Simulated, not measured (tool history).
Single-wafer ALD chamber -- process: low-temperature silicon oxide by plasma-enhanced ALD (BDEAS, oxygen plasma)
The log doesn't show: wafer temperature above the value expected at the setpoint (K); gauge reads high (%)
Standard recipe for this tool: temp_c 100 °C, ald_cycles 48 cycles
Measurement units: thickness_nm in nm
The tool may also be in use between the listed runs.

run	hour	temp_c	ald_cycles	wafers since the last listed run	hours since the last thermocouple change	hours since the gauge calibration	read-back reference wafer on the same gauge, thickness_nm	thickness_nm
1	0	100	48	0	1157.1	373.9	6.177	6.619
2	12.5	100	48	83	1169.6	386.4	6.178	6.629
3	45	90	48	216	1202.1	418.9	6.179	6.916
4	73.9	90	48	192	1231	447.8	6.182	6.894
5	96.5	90	48	150	1253.6	470.4	6.18	6.903
6	195	100	48	657	1352.1	568.9	6.181	6.635
7	216.1	100	48	140	1373.2	590	6.183	6.63
8	229.2	100	48	87	1386.3	603.1	6.181	6.638
9	264.3	100	48	234	1421.4	638.2	6.18	6.622
# hour 283.9: thermocouple changed; heater temperature recalibrated
10	287.9	93	48	104	4	661.8	6.179	6.848
11	322.1	100	48	228	38.2	696	6.18	6.67
12	338.1	100	48	106	54.2	712	6.18	6.632
13	353.8	100	48	104	69.9	727.7	6.179	6.659
14	367.5	100	48	91	83.6	741.4	6.179	6.626
15	391.2	100	48	158	107.3	765.1	6.18	6.659
16	414.7	100	48	156	130.8	788.6	6.18	6.636
# hour 432.5: gauge calibrated
17	444	100	48	195	160.1	11.5	6.183	6.664
18	462.8	100	48	125	178.9	30.3	6.18	6.64
19	480.9	100	48	120	197	48.4	6.18	6.65

Forecast run 20:
20	502.5	111	43	144	218.6	70	?	?

read-back reference wafer on the same gauge, thickness_nm: 6.181
thickness_nm: 5.79 nm
On a tool with no hidden condition, and with the same random variation, this run would have come out at thickness_nm 5.79 nm.
